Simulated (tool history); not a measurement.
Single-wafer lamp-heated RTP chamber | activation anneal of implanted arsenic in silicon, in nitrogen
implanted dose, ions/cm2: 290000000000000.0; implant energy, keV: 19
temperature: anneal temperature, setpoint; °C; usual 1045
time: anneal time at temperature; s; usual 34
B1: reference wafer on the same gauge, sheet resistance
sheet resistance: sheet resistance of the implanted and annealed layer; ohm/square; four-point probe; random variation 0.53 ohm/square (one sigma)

{"run": 1, "hour": 0.0, "temperature": 1045, "time": 34, "B1": 267.96, "sheet resistance": 292.19}
{"run": 2, "hour": 49.0, "temperature": 1045, "time": 34, "B1": 268.06, "sheet resistance": 293.1}
{"run": 3, "hour": 91.1, "temperature": 1058, "time": 34, "B1": 267.92, "sheet resistance": 290.94}
{"run": 4, "hour": 141.8, "temperature": 1036, "time": 34, "B1": 268.2, "sheet resistance": 294.46}
{"run": 5, "hour": 206.4, "temperature": 1036, "time": 34, "B1": 268.1, "sheet resistance": 294.25}
{"run": 6, "hour": 274.9, "temperature": 1036, "time": 34, "B1": 268.03, "sheet resistance": 294.41}
{"run": 7, "hour": 310.1, "temperature": 1045, "time": 34, "B1": 268.02, "sheet resistance": 291.63}
{"hour": 321.5, "done": "reflector plate cleaned"}
{"run": 8, "hour": 377.0, "temperature": 1045, "time": 34, "B1": 268.03, "sheet resistance": 291.38}
{"run": 9, "hour": 438.6, "temperature": 1045, "time": 34, "B1": 267.95, "sheet resistance": 290.74}
{"hour": 464.9, "done": "pyrometer window cleaned and pyrometer calibrated"}
{"run": 10, "hour": 473.6, "temperature": 1045, "time": 34, "B1": 268.02, "sheet resistance": 293.35}
{"run": 11, "hour": 499.9, "temperature": 1045, "time": 34, "B1": 268.13, "sheet resistance": 292.92}
{"run": 12, "hour": 679.6, "temperature": 1045, "time": 34, "B1": 267.98, "sheet resistance": 291.9}
{"run": 13, "hour": 749.1, "temperature": 1045, "time": 34, "B1": 267.84, "sheet resistance": 292.19}
{"run": 14, "hour": 851.6, "temperature": 1045, "time": 34, "B1": 267.99, "sheet resistance": 291.92}
{"run": 15, "hour": 883.2, "temperature": 1045, "time": 34, "B1": 267.98, "sheet resistance": 292.24}
{"run": 16, "hour": 945.2, "temperature": 1045, "time": 27, "B1": 268.02, "sheet resistance": 293.9}
{"run": 17, "hour": 996.4, "temperature": 1045, "time": 27, "B1": 267.92, "sheet resistance": 293.12}
{"run": 18, "hour": 1020.5, "temperature": 1045, "time": 34, "B1": 268, "sheet resistance": 290.38}
{"run": 19, "hour": 1067.7, "temperature": 1045, "time": 34, "B1": 268.04, "sheet resistance": 290.42}
{"run": 20, "hour": 1091.8, "temperature": 1063, "time": 42, "B1": 268, "sheet resistance": 282.73}
{"hour": 1140.5, "done": "pyrometer window cleaned and pyrometer calibrated"}
{"run": 21, "hour": 1142.3, "temperature": 1024, "time": 16, "B1": 267.93, "sheet resistance": 301.97}
{"hour": 1154.9, "done": "reflector plate cleaned"}
{"run": 22, "hour": 1178.5, "temperature": 1034, "time": 17, "B1": 267.92, "sheet resistance": 301.38}
{"run": 23, "hour": 1204.6, "temperature": 1045, "time": 34, "B1": 268.1, "sheet resistance": 292.78}
{"run": 24, "hour": 1239.0, "temperature": 1068, "time": 52, "B1": 268, "sheet resistance": 283.26}
{"run": 25, "hour": 1319.9, "temperature": 1058, "time": 42, "B1": 268.03, "sheet resistance": 288.87}
{"run": 26, "hour": 1353.4, "temperature": 1059, "time": 34, "B1": 267.93, "sheet resistance": 290.05}
{"hour": 1361.0, "done": "gauge calibrated"}
{"run": 27, "hour": 1406.6, "temperature": 1045, "time": 34, "B1": 268.08, "sheet resistance": 292.41}
{"run": 28, "hour": 1453.6, "temperature": 1055, "time": 18, "B1": 268.17, "sheet resistance": 296.97}
{"run": 29, "hour": 1522.6, "temperature": 1045, "time": 34, "B1": 267.92, "sheet resistance": 291.47}
{"run": 30, "hour": 1567.4, "temperature": 1045, "time": 41, "B1": 268.01, "sheet resistance": 289.58}
{"run": 31, "hour": 1605.7, "temperature": 1045, "time": 34, "B1": 268.11, "sheet resistance": 291.26}
{"run": 32, "hour": 1646.7, "temperature": 1045, "time": 34, "B1": 268.13, "sheet resistance": 291.44}
{"run": 33, "hour": 1673.5, "temperature": 1035, "time": 14, "B1": 267.9, "sheet resistance": 299.43}
{"run": 34, "hour": 1727.2, "temperature": 1056, "time": 48, "B1": 267.81, "sheet resistance": 284.1}
{"hour": 1748.5, "done": "pyrometer window cleaned and pyrometer calibrated"}
{"run": 35, "hour": 1766.0, "temperature": 1056, "time": 34, "B1": 268.16, "sheet resistance": 290.7}
{"run": 36, "hour": 1796.8, "temperature": 1070, "time": 47, "B1": 268.01, "sheet resistance": 283.26}

Forecast each of these 3 alternatives for the next run:
{"run": "A", "hour": 1797.2, "temperature": 1064, "time": 34, "B1": "?", "sheet resistance": "?"}
{"run": "B", "hour": 1797.2, "temperature": 1019, "time": 34, "B1": "?", "sheet resistance": "?"}
{"run": "C", "hour": 1797.2, "temperature": 1031, "time": 19, "B1": "?", "sheet resistance": "?"}

run=A B1=268 sheet_resistance=289.42
run=B B1=268 sheet_resistance=298.55
run=C B1=268 sheet_resistance=300.5
Without the tool's hidden state the same runs would have given:
run=A sheet_resistance=289.45
run=B sheet_resistance=298.57
run=C sheet_resistance=300.51

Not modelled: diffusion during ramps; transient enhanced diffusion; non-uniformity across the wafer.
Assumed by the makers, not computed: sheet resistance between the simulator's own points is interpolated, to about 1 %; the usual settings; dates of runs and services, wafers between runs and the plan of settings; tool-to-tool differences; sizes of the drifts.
